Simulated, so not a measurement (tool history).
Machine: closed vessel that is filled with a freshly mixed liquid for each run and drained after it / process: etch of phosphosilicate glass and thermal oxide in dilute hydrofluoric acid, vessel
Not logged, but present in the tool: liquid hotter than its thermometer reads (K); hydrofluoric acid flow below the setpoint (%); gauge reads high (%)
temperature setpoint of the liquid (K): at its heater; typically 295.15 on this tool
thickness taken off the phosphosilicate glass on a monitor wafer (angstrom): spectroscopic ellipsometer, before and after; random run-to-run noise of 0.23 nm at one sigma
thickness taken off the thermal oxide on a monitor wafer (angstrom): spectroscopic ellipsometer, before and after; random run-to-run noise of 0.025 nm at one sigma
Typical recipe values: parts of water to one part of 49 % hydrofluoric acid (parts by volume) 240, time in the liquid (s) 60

| run | hour | temperature setpoint of the liquid (K) | parts of water to one part of 49 % hydrofluoric acid (parts by volume) | time in the liquid (s) | wafers since the last listed run | hours since the thermometer was replaced | hours since the hydrofluoric acid flow meter was replaced | hours since the gauge calibration | read-back film thickness of the phosphosilicate glass reference wafer, read on the same gauge (nm) | read-back film thickness of the thermal oxide reference wafer, read on the same gauge (nm) | thickness taken off the phosphosilicate glass on a monitor wafer (angstrom) | thickness taken off the thermal oxide on a monitor wafer (angstrom) |
|---|---|---|---|---|---|---|---|---|---|---|---|---|
| 1 | 0.0 | 295.15 | 240 | 60 | 0 | 448.0 | 1218.6 | 977.0 | 129.98 | 100.002 | 390.3 | 9.61 |
| 2 | 42.8 | 295.15 | 240 | 60 | 3977 | 490.8 | 1261.4 | 1019.8 | 130.01 | 100.000 | 387.7 | 9.36 |
| 3 | 82.6 | 298.15 | 240 | 60 | 3698 | 530.6 | 1301.2 | 1059.6 | 129.99 | 100.004 | 437.8 | 10.57 |
| 4 | 200.2 | 298.15 | 240 | 60 | 10927 | 648.2 | 1418.8 | 1177.2 | 130.01 | 99.989 | 440.2 | 11.00 |
| 5 | 245.9 | 298.15 | 240 | 60 | 4246 | 693.9 | 1464.5 | 1222.9 | 130.01 | 100.001 | 447.4 | 10.91 |
| 6 | 312.2 | 295.15 | 335 | 60 | 6160 | 760.2 | 1530.8 | 1289.2 | 129.99 | 99.995 | 259.7 | 6.44 |
| 7 | 345.9 | 295.15 | 335 | 60 | 3131 | 793.9 | 1564.5 | 1322.9 | 129.98 | 99.990 | 262.4 | 6.98 |
|  | 355.8 | thermometer replaced |
| 8 | 392.5 | 295.15 | 335 | 60 | 4237 | 36.7 | 1611.1 | 1369.5 | 130.01 | 100.001 | 240.6 | 6.26 |
| 9 | 421.9 | 295.15 | 315 | 60 | 2731 | 66.1 | 1640.5 | 1398.9 | 130.03 | 99.978 | 262.4 | 6.26 |
|  | 433.3 | gauge calibrated |
| 10 | 480.2 | 292.15 | 240 | 60 | 5417 | 124.4 | 1698.8 | 46.9 | 129.98 | 100.007 | 333.7 | 8.46 |
| 11 | 530.7 | 292.15 | 240 | 60 | 4692 | 174.9 | 1749.3 | 97.4 | 130.00 | 100.006 | 330.9 | 8.21 |
| 12 | 599.0 | 295.15 | 205 | 80 | 6346 | 243.2 | 1817.6 | 165.7 | 129.98 | 100.014 | 605.3 | 14.66 |
| 13 | 685.7 | 295.15 | 240 | 60 | 8056 | 329.9 | 1904.3 | 252.4 | 129.99 | 100.009 | 379.2 | 9.59 |
| 14 | 724.0 | 295.15 | 240 | 60 | 3558 | 368.2 | 1942.6 | 290.7 | 129.97 | 99.994 | 380.7 | 9.87 |
| 15 | 755.9 | 295.15 | 140 | 85 | 2964 | 400.1 | 1974.5 | 322.6 | 130.00 | 99.994 | 1044.4 | 26.21 |
| 16 | 783.0 | 295.15 | 295 | 60 | 2518 | 427.2 | 2001.6 | 349.7 | 130.02 | 99.997 | 295.5 | 7.11 |
| 17 | 850.3 | 298.15 | 140 | 60 | 6253 | 494.5 | 2068.9 | 417.0 | 129.99 | 99.997 | 827.7 | 20.14 |
| 18 | 903.7 | 295.15 | 240 | 60 | 4962 | 547.9 | 2122.3 | 470.4 | 130.02 | 99.981 | 386.3 | 9.67 |
| 19 | 1053.6 | 290.15 | 350 | 60 | 13929 | 697.8 | 2272.2 | 620.3 | 129.99 | 99.996 | 205.2 | 5.07 |
|  | 1113.7 | hydrofluoric acid flow meter replaced |
| 20 | 1122.8 | 295.15 | 335 | 60 | 6337 | 767.0 | 9.1 | 689.5 | 130.00 | 100.012 | 259.3 | 6.93 |
|  | 1189.8 | thermometer replaced |
| 21 | 1194.7 | 296.65 | 240 | 60 | 6588 | 4.9 | 81.0 | 761.4 | 130.04 | 100.007 | 388.5 | 9.62 |
| 22 | 1263.1 | 292.65 | 175 | 30 | 6355 | 73.3 | 149.4 | 829.8 | 129.97 | 99.991 | 247.3 | 6.43 |
| 23 | 1289.5 | 295.15 | 240 | 85 | 2453 | 99.7 | 175.8 | 856.2 | 129.97 | 99.989 | 536.3 | 13.23 |
| 24 | 1505.2 | 293.65 | 185 | 30 | 20043 | 315.4 | 391.5 | 1071.9 | 130.02 | 100.006 | 249.7 | 6.24 |
| 25 | 1558.0 | 290.15 | 360 | 40 | 4906 | 368.2 | 444.3 | 1124.7 | 129.97 | 100.003 | 126.7 | 3.18 |

What if the next run were any one of these 4? Each begins from the tool's condition after run 25:
| A | 1558.7 | 295.15 | 340 | 60 | 65 | 368.9 | 445.0 | 1125.4 | ? | ? | ? | ? |
| B | 1558.7 | 292.15 | 300 | 35 | 65 | 368.9 | 445.0 | 1125.4 | ? | ? | ? | ? |
| C | 1558.7 | 295.15 | 350 | 60 | 65 | 368.9 | 445.0 | 1125.4 | ? | ? | ? | ? |
| D | 1558.7 | 296.65 | 205 | 60 | 65 | 368.9 | 445.0 | 1125.4 | ? | ? | ? | ? |

| run | read-back film thickness of the phosphosilicate glass reference wafer, read on the same gauge (nm) | read-back film thickness of the thermal oxide reference wafer, read on the same gauge (nm) | thickness taken off the phosphosilicate glass on a monitor wafer (angstrom) | thickness taken off the thermal oxide on a monitor wafer (angstrom) |
|---|---|---|---|---|
| A | 130.01 | 100.012 | 248.2 | 6.40 |
| B | 130.01 | 100.012 | 153.1 | 3.95 |
| C | 130.01 | 100.012 | 238.9 | 6.16 |
| D | 130.01 | 100.012 | 497.0 | 12.82 |
Without the tool's hidden state the same runs would have given:
| run | thickness taken off the phosphosilicate glass on a monitor wafer (angstrom) | thickness taken off the thermal oxide on a monitor wafer (angstrom) |
|---|---|---|
| A | 236.5 | 6.10 |
| B | 145.5 | 3.75 |
| C | 227.7 | 5.87 |
| D | 472.1 | 12.17 |

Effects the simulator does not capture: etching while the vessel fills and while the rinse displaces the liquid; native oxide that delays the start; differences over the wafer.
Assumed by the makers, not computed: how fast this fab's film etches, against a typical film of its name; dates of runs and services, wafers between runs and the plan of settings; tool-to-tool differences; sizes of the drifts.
